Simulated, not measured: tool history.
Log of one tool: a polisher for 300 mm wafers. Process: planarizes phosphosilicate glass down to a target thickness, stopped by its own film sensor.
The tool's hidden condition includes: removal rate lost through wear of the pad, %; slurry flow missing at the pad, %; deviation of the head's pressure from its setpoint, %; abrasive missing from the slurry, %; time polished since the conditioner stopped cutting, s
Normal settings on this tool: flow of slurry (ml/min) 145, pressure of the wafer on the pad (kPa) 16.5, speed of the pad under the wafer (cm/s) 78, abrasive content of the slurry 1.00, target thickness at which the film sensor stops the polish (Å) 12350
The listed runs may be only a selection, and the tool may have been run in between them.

run   hour  flow of slurry (ml/min)  pressure of the wafer on the pad (kPa)  speed of the pad under the wafer (cm/s)  abrasive content of the slurry  target thickness at which the film sensor stops the polish (Å)  wafers since the last listed run  wafers polished on this pad  hours since the slurry nozzle was cleaned  hours since the head pressure was calibrated  hours since the slurry blender was calibrated  hours since the conditioning disc was replaced  incoming thickness of the incoming film, nm  time until the film sensor stopped the polish (s)
  1    0.0                      145                                    16.5                                       78                            1.00                                                           12350                                 0                          879                                      681.8                                         752.4                                           17.6                                            15.5                                       2039.8                                              190.1
  2   32.4                      145                                    16.5                                       78                            1.00                                                           12350                               302                         1181                                      714.2                                         784.8                                           50.0                                            47.9                                       2015.3                                              190.0
  3   65.6                      145                                    16.5                                       78                            1.00                                                           12350                               309                         1490                                      747.4                                         818.0                                           83.2                                            81.1                                       1987.4                                              182.2
  4   83.8                      165                                    16.5                                       78                            1.00                                                           12350                               169                         1660                                      765.6                                         836.2                                          101.4                                            99.3                                       2046.5                                              200.1
  5  106.3                      145                                    20.0                                       78                            1.15                                                           12350                               209                         1869                                      788.1                                         858.7                                          123.9                                           121.8                                       2033.0                                              162.6
  6  134.3                      105                                    16.5                                       78                            1.00                                                           10810                               261                         2131                                      816.1                                         886.7                                          151.9                                           149.8                                       2052.2                                              257.7
  7  155.5                      145                                    16.5                                       78                            1.25                                                           14970                               197                         2328                                      837.3                                         907.9                                          173.1                                           171.0                                       2058.7                                              133.7
     168.6  -- slurry nozzle cleaned
     172.3  -- worn pad replaced by a new one
  8  173.8                      145                                    16.5                                       78                            1.00                                                           12350                               126                           13                                        5.2                                         926.2                                          191.4                                           189.3                                       2040.3                                              184.1
  9  203.3                      185                                    16.5                                       78                            1.00                                                           11220                               275                          288                                       34.7                                         955.7                                          220.9                                           218.8                                       2010.5                                              204.8
 10  237.0                      145                                    16.5                                       64                            1.25                                                           13700                               314                          602                                       68.4                                         989.4                                          254.6                                           252.5                                       2054.6                                              176.0
     249.1  -- conditioning disc replaced and pad reconditioned
 11  276.0                      145                                    16.5                                       78                            1.00                                                           12350                               344                          947                                      107.4                                        1028.4                                          293.6                                            26.9                                       2010.4                                              194.2
     315.1  -- slurry blender recalibrated
 12  360.0                      165                                    16.5                                       78                            1.15                                                           13680                               764                         1712                                      191.4                                        1112.4                                           44.9                                           110.9                                       2032.1                                              160.6
 13  391.1                      145                                    16.5                                       78                            1.25                                                           14680                               289                         2002                                      222.5                                        1143.5                                           76.0                                           142.0                                       2025.9                                              137.6
 14  412.0                      195                                    20.7                                       54                            1.00                                                           14340                               194                         2197                                      243.4                                        1164.4                                           96.9                                           162.9                                       2025.7                                              164.3
 15  430.3                      100                                    16.5                                       78                            1.00                                                           10750                               170                         2367                                      261.7                                        1182.7                                          115.2                                           181.2                                       2071.0                                              293.6
 16  456.0                      145                                    16.5                                       78                            1.00                                                           12350                               239                         2607                                      287.4                                        1208.4                                          140.9                                           206.9                                       2026.3                                              213.2
     461.5  -- worn pad replaced by a new one
 17  489.8                      145                                    16.5                                       78                            1.00                                                           12350                               277                          264                                      321.2                                        1242.2                                          174.7                                           240.7                                       2025.5                                              195.8
 18  502.6                      145                                    16.5                                       78                            1.00                                                           12350                               119                          383                                      334.0                                        1255.0                                          187.5                                           253.5                                       2070.3                                              205.7
     515.4  -- conditioning disc replaced and pad reconditioned
 19  523.1                      120                                    20.0                                       92                            1.00                                                           13120                               172                          555                                      354.5                                        1275.5                                          208.0                                             7.7                                       2011.8                                              132.6
     565.3  -- head pressure recalibrated
 20  617.2                      145                                    22.1                                       78                            0.70                                                           12350                               858                         1414                                      448.6                                          51.9                                          302.1                                           101.8                                       2010.9                                              155.3
 21  677.3                      145                                    12.4                                       92                            1.00                                                            9660                               560                         1974                                      508.7                                         112.0                                          362.2                                           161.9                                       2048.9                                              286.0
     703.0  -- worn pad replaced by a new one
 22  703.5                      145                                    16.5                                       54                            1.00                                                           12350                               206                            4                                      534.9                                         138.2                                          388.4                                           188.1                                       2049.1                                              225.2
     735.8  -- slurry blender recalibrated
     760.3  -- conditioning disc replaced and pad reconditioned
 23  778.6                      145                                    16.5                                       78                            1.00                                                           12350                               662                          667                                      610.0                                         213.3                                           42.8                                            18.3                                       2042.3                                              181.0
 24  806.3                      145                                    16.5                                       78                            1.00                                                           12350                               258                          925                                      637.7                                         241.0                                           70.5                                            46.0                                       2050.6                                              175.6
 25  842.2                      145                                    12.4                                       78                            1.20                                                           13090                               334                         1260                                      673.6                                         276.9                                          106.4                                            81.9                                       2062.6                                              216.0
 26  861.4                      145                                    14.5                                       78                            1.20                                                           12350                               178                         1439                                      692.8                                         296.1                                          125.6                                           101.1                                       2032.8                                              198.1

Hidden condition of the tool, last listed run before each entry between runs versus first listed run after:
Run 7 -> run 8: slurry nozzle cleaned (hour 168.6); worn pad replaced by a new one (hour 172.3)
  removal rate lost through wear of the pad, %: 9.48 -> 0.955; deviation of the head's pressure from its setpoint, %: -8.15 -> -8.36
  what was measured, less what the result would be without the hidden state, time until the film sensor stopped the polish (s): +22.5 -> +17.0
Run 10 -> run 11: conditioning disc replaced and pad reconditioned (hour 249.1)
  removal rate lost through wear of the pad, %: 3.31 -> 4.76; deviation of the head's pressure from its setpoint, %: -9.13 -> -9.64
  what was measured, less what the result would be without the hidden state, time until the film sensor stopped the polish (s): +21.3 -> +27.1
Run 11 -> run 12: slurry blender recalibrated (hour 315.1)
  removal rate lost through wear of the pad, %: 4.76 -> 7.89; deviation of the head's pressure from its setpoint, %: -9.64 -> -10.8
  what was measured, less what the result would be without the hidden state, time until the film sensor stopped the polish (s): +27.1 -> +28.6
Run 16 -> run 17: worn pad replaced by a new one (hour 461.5)
  removal rate lost through wear of the pad, %: 11.5 -> 1.33; deviation of the head's pressure from its setpoint, %: -12.2 -> -12.7
  what was measured, less what the result would be without the hidden state, time until the film sensor stopped the polish (s): +47.5 -> +27.2
Run 18 -> run 19: conditioning disc replaced and pad reconditioned (hour 515.4)
  removal rate lost through wear of the pad, %: 1.8 -> 2.57; deviation of the head's pressure from its setpoint, %: -12.9 -> -13.3
  what was measured, less what the result would be without the hidden state, time until the film sensor stopped the polish (s): +29.8 -> +20.5
Run 19 -> run 20: head pressure recalibrated (hour 565.3)
  removal rate lost through wear of the pad, %: 2.57 -> 6.07; deviation of the head's pressure from its setpoint, %: -13.3 -> 1.04
  what was measured, less what the result would be without the hidden state, time until the film sensor stopped the polish (s): +20.5 -> +8.0
Run 21 -> run 22: worn pad replaced by a new one (hour 703.0)
  removal rate lost through wear of the pad, %: 8.31 -> 1.02; deviation of the head's pressure from its setpoint, %: 0.976 -> 0.934
  what was measured, less what the result would be without the hidden state, time until the film sensor stopped the polish (s): +21.2 -> +0.2
Run 22 -> run 23: slurry blender recalibrated (hour 735.8); conditioning disc replaced and pad reconditioned (hour 760.3)
  removal rate lost through wear of the pad, %: 1.02 -> 3.82; deviation of the head's pressure from its setpoint, %: 0.934 -> 0.766
  what was measured, less what the result would be without the hidden state, time until the film sensor stopped the polish (s): +0.2 -> +5.6

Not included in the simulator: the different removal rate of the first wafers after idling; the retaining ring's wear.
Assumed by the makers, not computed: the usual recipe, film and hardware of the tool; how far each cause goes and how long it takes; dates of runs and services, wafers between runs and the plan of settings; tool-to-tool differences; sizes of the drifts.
